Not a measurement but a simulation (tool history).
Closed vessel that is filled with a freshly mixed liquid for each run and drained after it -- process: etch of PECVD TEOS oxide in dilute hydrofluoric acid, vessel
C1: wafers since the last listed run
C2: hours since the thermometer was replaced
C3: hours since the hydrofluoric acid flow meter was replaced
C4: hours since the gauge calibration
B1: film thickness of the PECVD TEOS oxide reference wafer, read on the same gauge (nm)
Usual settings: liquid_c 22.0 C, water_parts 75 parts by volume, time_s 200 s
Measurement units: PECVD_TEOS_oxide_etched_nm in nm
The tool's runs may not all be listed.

run 1 hour=0.0 | liquid_c=25.0 water_parts=75 time_s=200 | C1=0 C2=273.5 C3=792.1 C4=481.4 | B1=59.98 | PECVD_TEOS_oxide_etched_nm=34.12
run 2 hour=19.3 | liquid_c=25.0 water_parts=75 time_s=200 | C1=1604 C2=292.8 C3=811.4 C4=500.7 | B1=59.99 | PECVD_TEOS_oxide_etched_nm=34.08
run 3 hour=32.6 | liquid_c=25.0 water_parts=75 time_s=200 | C1=1105 C2=306.1 C3=824.7 C4=514.0 | B1=60.02 | PECVD_TEOS_oxide_etched_nm=34.00
run 4 hour=63.9 | liquid_c=22.0 water_parts=95 time_s=200 | C1=2602 C2=337.4 C3=856.0 C4=545.3 | B1=59.98 | PECVD_TEOS_oxide_etched_nm=23.40
-- hour=71.2 gauge calibrated
run 5 hour=94.8 | liquid_c=22.0 water_parts=95 time_s=200 | C1=2568 C2=368.3 C3=886.9 C4=23.6 | B1=60.03 | PECVD_TEOS_oxide_etched_nm=23.28
run 6 hour=118.8 | liquid_c=22.0 water_parts=95 time_s=200 | C1=1995 C2=392.3 C3=910.9 C4=47.6 | B1=59.97 | PECVD_TEOS_oxide_etched_nm=23.41
run 7 hour=142.2 | liquid_c=22.0 water_parts=75 time_s=200 | C1=1945 C2=415.7 C3=934.3 C4=71.0 | B1=59.98 | PECVD_TEOS_oxide_etched_nm=30.15
run 8 hour=173.3 | liquid_c=22.0 water_parts=75 time_s=200 | C1=2585 C2=446.8 C3=965.4 C4=102.1 | B1=60.02 | PECVD_TEOS_oxide_etched_nm=30.55
run 9 hour=207.8 | liquid_c=22.0 water_parts=75 time_s=200 | C1=2868 C2=481.3 C3=999.9 C4=136.6 | B1=60.04 | PECVD_TEOS_oxide_etched_nm=30.61
run 10 hour=221.6 | liquid_c=22.0 water_parts=55 time_s=200 | C1=1147 C2=495.1 C3=1013.7 C4=150.4 | B1=60.02 | PECVD_TEOS_oxide_etched_nm=42.54
run 11 hour=253.0 | liquid_c=22.0 water_parts=90 time_s=200 | C1=2610 C2=526.5 C3=1045.1 C4=181.8 | B1=60.02 | PECVD_TEOS_oxide_etched_nm=25.09
run 12 hour=341.1 | liquid_c=22.0 water_parts=90 time_s=200 | C1=7324 C2=614.6 C3=1133.2 C4=269.9 | B1=60.01 | PECVD_TEOS_oxide_etched_nm=25.09
run 13 hour=354.6 | liquid_c=22.0 water_parts=90 time_s=200 | C1=1122 C2=628.1 C3=1146.7 C4=283.4 | B1=59.99 | PECVD_TEOS_oxide_etched_nm=25.05
-- hour=357.3 hydrofluoric acid flow meter replaced
run 14 hour=384.0 | liquid_c=22.0 water_parts=75 time_s=200 | C1=2361 C2=657.5 C3=26.7 C4=312.8 | B1=60.02 | PECVD_TEOS_oxide_etched_nm=31.68
run 15 hour=398.9 | liquid_c=22.0 water_parts=75 time_s=160 | C1=1238 C2=672.4 C3=41.6 C4=327.7 | B1=60.01 | PECVD_TEOS_oxide_etched_nm=25.50
run 16 hour=418.3 | liquid_c=22.0 water_parts=65 time_s=200 | C1=1612 C2=691.8 C3=61.0 C4=347.1 | B1=60.03 | PECVD_TEOS_oxide_etched_nm=37.60
run 17 hour=435.8 | liquid_c=20.0 water_parts=75 time_s=135 | C1=1454 C2=709.3 C3=78.5 C4=364.6 | B1=59.99 | PECVD_TEOS_oxide_etched_nm=19.83
run 18 hour=463.4 | liquid_c=22.0 water_parts=75 time_s=200 | C1=2294 C2=736.9 C3=106.1 C4=392.2 | B1=60.02 | PECVD_TEOS_oxide_etched_nm=31.99
run 19 hour=489.6 | liquid_c=22.0 water_parts=75 time_s=90 | C1=2178 C2=763.1 C3=132.3 C4=418.4 | B1=60.00 | PECVD_TEOS_oxide_etched_nm=14.31
run 20 hour=514.0 | liquid_c=24.5 water_parts=75 time_s=285 | C1=2028 C2=787.5 C3=156.7 C4=442.8 | B1=60.05 | PECVD_TEOS_oxide_etched_nm=49.47
run 21 hour=546.6 | liquid_c=22.0 water_parts=60 time_s=130 | C1=2710 C2=820.1 C3=189.3 C4=475.4 | B1=60.00 | PECVD_TEOS_oxide_etched_nm=26.49
run 22 hour=643.4 | liquid_c=22.0 water_parts=75 time_s=160 | C1=8047 C2=916.9 C3=286.1 C4=572.2 | B1=59.98 | PECVD_TEOS_oxide_etched_nm=25.78
-- hour=657.1 gauge calibrated
run 23 hour=664.5 | liquid_c=25.0 water_parts=50 time_s=95 | C1=1754 C2=938.0 C3=307.2 C4=7.4 | B1=60.04 | PECVD_TEOS_oxide_etched_nm=26.44
run 24 hour=691.2 | liquid_c=22.0 water_parts=55 time_s=200 | C1=2219 C2=964.7 C3=333.9 C4=34.1 | B1=59.97 | PECVD_TEOS_oxide_etched_nm=44.80
-- hour=696.0 thermometer replaced
run 25 hour=707.7 | liquid_c=19.0 water_parts=60 time_s=110 | C1=1288 C2=11.7 C3=350.4 C4=50.6 | B1=59.99 | PECVD_TEOS_oxide_etched_nm=18.67
run 26 hour=729.0 | liquid_c=20.0 water_parts=100 time_s=120 | C1=1770 C2=33.0 C3=371.7 C4=71.9 | B1=59.97 | PECVD_TEOS_oxide_etched_nm=12.24
run 27 hour=761.9 | liquid_c=22.0 water_parts=75 time_s=100 | C1=2735 C2=65.9 C3=404.6 C4=104.8 | B1=59.99 | PECVD_TEOS_oxide_etched_nm=15.26
run 28 hour=780.6 | liquid_c=27.0 water_parts=105 time_s=315 | C1=1554 C2=84.6 C3=423.3 C4=123.5 | B1=60.05 | PECVD_TEOS_oxide_etched_nm=40.02
run 29 hour=800.4 | liquid_c=19.5 water_parts=90 time_s=200 | C1=1646 C2=104.4 C3=443.1 C4=143.3 | B1=60.04 | PECVD_TEOS_oxide_etched_nm=22.44
run 30 hour=828.8 | liquid_c=25.5 water_parts=55 time_s=200 | C1=2361 C2=132.8 C3=471.5 C4=171.7 | B1=60.02 | PECVD_TEOS_oxide_etched_nm=49.51
run 31 hour=855.9 | liquid_c=22.0 water_parts=75 time_s=200 | C1=2253 C2=159.9 C3=498.6 C4=198.8 | B1=60.07 | PECVD_TEOS_oxide_etched_nm=30.67
run 32 hour=873.1 | liquid_c=18.5 water_parts=75 time_s=165 | C1=1429 C2=177.1 C3=515.8 C4=216.0 | B1=60.01 | PECVD_TEOS_oxide_etched_nm=22.08
run 33 hour=896.7 | liquid_c=20.0 water_parts=110 time_s=280 | C1=1962 C2=200.7 C3=539.4 C4=239.6 | B1=60.00 | PECVD_TEOS_oxide_etched_nm=26.01

Forecast each of these 3 alternatives for the next run:
run A hour=897.4 | liquid_c=26.5 water_parts=75 time_s=200 | C1=58 C2=201.4 C3=540.1 C4=240.3 | B1=? | PECVD_TEOS_oxide_etched_nm=?
run B hour=897.4 | liquid_c=22.0 water_parts=75 time_s=255 | C1=58 C2=201.4 C3=540.1 C4=240.3 | B1=? | PECVD_TEOS_oxide_etched_nm=?
run C hour=897.4 | liquid_c=20.0 water_parts=60 time_s=200 | C1=58 C2=201.4 C3=540.1 C4=240.3 | B1=? | PECVD_TEOS_oxide_etched_nm=?

run=A B1=59.99 PECVD_TEOS_oxide_etched_nm=36.70
run=B B1=59.99 PECVD_TEOS_oxide_etched_nm=39.08
run=C B1=59.99 PECVD_TEOS_oxide_etched_nm=35.93
With no hidden state in the tool, these same runs would have given:
run=A PECVD_TEOS_oxide_etched_nm=36.40
run=B PECVD_TEOS_oxide_etched_nm=38.71
run=C PECVD_TEOS_oxide_etched_nm=35.56
